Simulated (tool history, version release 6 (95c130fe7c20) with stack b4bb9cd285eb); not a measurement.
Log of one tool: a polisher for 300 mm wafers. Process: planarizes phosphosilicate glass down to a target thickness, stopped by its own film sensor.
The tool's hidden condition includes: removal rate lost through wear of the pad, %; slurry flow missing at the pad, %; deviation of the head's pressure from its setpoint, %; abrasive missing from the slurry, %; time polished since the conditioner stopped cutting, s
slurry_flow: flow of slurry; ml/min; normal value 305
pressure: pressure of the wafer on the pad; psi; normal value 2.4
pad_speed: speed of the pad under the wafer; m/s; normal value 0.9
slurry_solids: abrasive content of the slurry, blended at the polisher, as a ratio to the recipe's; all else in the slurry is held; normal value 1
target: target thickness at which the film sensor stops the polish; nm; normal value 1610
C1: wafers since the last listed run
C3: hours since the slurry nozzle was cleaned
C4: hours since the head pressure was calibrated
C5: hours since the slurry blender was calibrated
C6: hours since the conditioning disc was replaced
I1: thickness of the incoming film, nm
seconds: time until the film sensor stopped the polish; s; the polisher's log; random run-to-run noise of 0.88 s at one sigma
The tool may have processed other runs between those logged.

run 1 day=0 | slurry_flow=305 pressure=2.4 pad_speed=0.9 slurry_solids=1 target=1610 | C1=0 wafers_polished_on_this_pad=2117 C3=114.7 C4=584.9 C5=72 C6=553.6 | I1=2252.2 | seconds=99.1
run 2 day=1.754 | slurry_flow=305 pressure=2.4 pad_speed=0.9 slurry_solids=1 target=1610 | C1=196 wafers_polished_on_this_pad=2313 C3=156.8 C4=627 C5=114.1 C6=595.7 | I1=2248.9 | seconds=97.2
-- day=2.308 conditioning disc replaced and pad reconditioned
-- day=3.167 worn pad replaced by a new one
run 3 day=6.146 | slurry_flow=305 pressure=2.4 pad_speed=0.9 slurry_solids=1 target=1610 | C1=462 wafers_polished_on_this_pad=333 C3=262.2 C4=732.4 C5=219.5 C6=92.1 | I1=2214.2 | seconds=92.7
run 4 day=9.2 | slurry_flow=305 pressure=2.4 pad_speed=0.9 slurry_solids=1 target=1610 | C1=341 wafers_polished_on_this_pad=674 C3=335.5 C4=805.7 C5=292.8 C6=165.4 | I1=2236.7 | seconds=96.2
run 5 day=12.471 | slurry_flow=350 pressure=2.4 pad_speed=0.9 slurry_solids=1 target=1610 | C1=365 wafers_polished_on_this_pad=1040 C3=414 C4=884.2 C5=371.3 C6=243.9 | I1=2277 | seconds=100.3
-- day=14.158 slurry nozzle cleaned
run 6 day=15.642 | slurry_flow=305 pressure=2.4 pad_speed=0.9 slurry_solids=1.1 target=1610 | C1=349 wafers_polished_on_this_pad=1389 C3=35.6 C4=960.3 C5=447.4 C6=320 | I1=2225.1 | seconds=90.9
run 7 day=19.546 | slurry_flow=305 pressure=2.4 pad_speed=0.9 slurry_solids=1 target=1610 | C1=436 wafers_polished_on_this_pad=1826 C3=129.3 C4=1054 C5=541.1 C6=413.7 | I1=2222 | seconds=94.1
run 8 day=21.271 | slurry_flow=305 pressure=2.4 pad_speed=1.04 slurry_solids=1 target=1610 | C1=192 wafers_polished_on_this_pad=2019 C3=170.7 C4=1095.4 C5=582.5 C6=455.1 | I1=2200.2 | seconds=79.9
-- day=22.292 slurry blender recalibrated
run 9 day=23.15 | slurry_flow=305 pressure=2.4 pad_speed=0.9 slurry_solids=1 target=1610 | C1=200 wafers_polished_on_this_pad=2219 C3=215.8 C4=1140.5 C5=20.6 C6=500.2 | I1=2257.6 | seconds=99.2
run 10 day=25.004 | slurry_flow=305 pressure=2.4 pad_speed=0.9 slurry_solids=1 target=1610 | C1=207 wafers_polished_on_this_pad=2427 C3=260.3 C4=1185 C5=65.1 C6=544.7 | I1=2227.1 | seconds=94
-- day=26.65 conditioning disc replaced and pad reconditioned
run 11 day=27.108 | slurry_flow=305 pressure=2.4 pad_speed=0.82 slurry_solids=1 target=1816 | C1=225 wafers_polished_on_this_pad=2653 C3=310.8 C4=1235.5 C5=115.6 C6=11 | I1=2207.9 | seconds=64.7
-- day=28.375 worn pad replaced by a new one
run 12 day=29.65 | slurry_flow=305 pressure=2.4 pad_speed=0.9 slurry_solids=1 target=1610 | C1=265 wafers_polished_on_this_pad=142 C3=371.8 C4=1296.5 C5=176.6 C6=72 | I1=2275 | seconds=101.6
-- day=33.188 head pressure recalibrated
run 13 day=33.342 | slurry_flow=305 pressure=2.4 pad_speed=0.9 slurry_solids=0.85 target=1720 | C1=403 wafers_polished_on_this_pad=545 C3=460.4 C4=3.7 C5=265.2 C6=160.6 | I1=2248.9 | seconds=87.8
-- day=34.121 slurry nozzle cleaned
run 14 day=36.446 | slurry_flow=245 pressure=2.7 pad_speed=0.9 slurry_solids=1 target=1532 | C1=342 wafers_polished_on_this_pad=888 C3=55.8 C4=78.2 C5=339.7 C6=235.1 | I1=2254.9 | seconds=103.1
-- day=41.55 slurry blender recalibrated
run 15 day=48.721 | slurry_flow=390 pressure=2 pad_speed=0.9 slurry_solids=1.2 target=1610 | C1=1362 wafers_polished_on_this_pad=2251 C3=350.4 C4=372.8 C5=172.1 C6=529.7 | I1=2245.7 | seconds=99.9
-- day=50.704 conditioning disc replaced and pad reconditioned
-- day=51.242 worn pad replaced by a new one
run 16 day=51.762 | slurry_flow=305 pressure=2.4 pad_speed=0.7 slurry_solids=0.85 target=1610 | C1=312 wafers_polished_on_this_pad=58 C3=423.4 C4=445.8 C5=245.1 C6=25.4 | I1=2202.5 | seconds=120
-- day=53.604 slurry nozzle cleaned
run 17 day=54.712 | slurry_flow=305 pressure=2.4 pad_speed=0.78 slurry_solids=1 target=1610 | C1=325 wafers_polished_on_this_pad=383 C3=26.6 C4=516.6 C5=315.9 C6=96.2 | I1=2250.4 | seconds=110.1
run 18 day=56.762 | slurry_flow=275 pressure=2.7 pad_speed=0.6 slurry_solids=1.25 target=1610 | C1=229 wafers_polished_on_this_pad=612 C3=75.8 C4=565.8 C5=365.1 C6=145.4 | I1=2246.3 | seconds=112.2
run 19 day=59.917 | slurry_flow=345 pressure=2.4 pad_speed=0.9 slurry_solids=1 target=1610 | C1=352 wafers_polished_on_this_pad=965 C3=151.5 C4=641.5 C5=440.8 C6=221.1 | I1=2233.3 | seconds=93.5
run 20 day=62.254 | slurry_flow=220 pressure=2.4 pad_speed=0.9 slurry_solids=1 target=1610 | C1=261 wafers_polished_on_this_pad=1226 C3=207.6 C4=697.6 C5=496.9 C6=277.2 | I1=2213.3 | seconds=96.2
-- day=64.458 slurry blender recalibrated
run 21 day=65.425 | slurry_flow=385 pressure=2.4 pad_speed=0.74 slurry_solids=1.1 target=1777 | C1=345 wafers_polished_on_this_pad=1571 C3=283.7 C4=773.7 C5=23.2 C6=353.3 | I1=2275.9 | seconds=84.9
run 22 day=67.262 | slurry_flow=370 pressure=2.4 pad_speed=0.6 slurry_solids=1 target=1610 | C1=205 wafers_polished_on_this_pad=1777 C3=327.8 C4=817.8 C5=67.3 C6=397.4 | I1=2250.5 | seconds=133.4
-- day=69.817 conditioning disc replaced and pad reconditioned
run 23 day=70.45 | slurry_flow=305 pressure=1.8 pad_speed=0.9 slurry_solids=1 target=1787 | C1=347 wafers_polished_on_this_pad=2124 C3=404.3 C4=894.3 C5=143.8 C6=15.2 | I1=2263.4 | seconds=92.1
run 24 day=74.367 | slurry_flow=305 pressure=2.4 pad_speed=0.9 slurry_solids=1.15 target=1471 | C1=437 wafers_polished_on_this_pad=2561 C3=498.3 C4=988.3 C5=237.8 C6=109.2 | I1=2219.2 | seconds=107
-- day=74.879 slurry nozzle cleaned
-- day=75.762 worn pad replaced by a new one
run 25 day=77.779 | slurry_flow=305 pressure=2.4 pad_speed=0.9 slurry_solids=1 target=1610 | C1=358 wafers_polished_on_this_pad=225 C3=69.6 C4=1070.2 C5=319.7 C6=191.1 | I1=2229.8 | seconds=96.3
run 26 day=79.629 | slurry_flow=305 pressure=2.4 pad_speed=0.78 slurry_solids=1 target=1796 | C1=206 wafers_polished_on_this_pad=432 C3=114 C4=1114.6 C5=364.1 C6=235.5 | I1=2261 | seconds=79.6

Below are 3 alternative next runs, each starting from the tool's condition after run 26. Predict each:
run A day=79.65 | slurry_flow=305 pressure=2.4 pad_speed=0.9 slurry_solids=1 target=1610 | C1=2 wafers_polished_on_this_pad=434 C3=114.5 C4=1115.1 C5=364.6 C6=236 | I1=2217.1 | seconds=?
run B day=79.65 | slurry_flow=305 pressure=2.4 pad_speed=0.66 slurry_solids=1 target=1610 | C1=2 wafers_polished_on_this_pad=434 C3=114.5 C4=1115.1 C5=364.6 C6=236 | I1=2217.1 | seconds=?
run C day=79.65 | slurry_flow=305 pressure=1.8 pad_speed=0.9 slurry_solids=1 target=1610 | C1=2 wafers_polished_on_this_pad=434 C3=114.5 C4=1115.1 C5=364.6 C6=236 | I1=2217.1 | seconds=?

run=A seconds=93.3
run=B seconds=119.6
run=C seconds=116.1
What these runs would have given with no unlogged condition in the tool:
run=A seconds=93.3
run=B seconds=119.6
run=C seconds=116.1
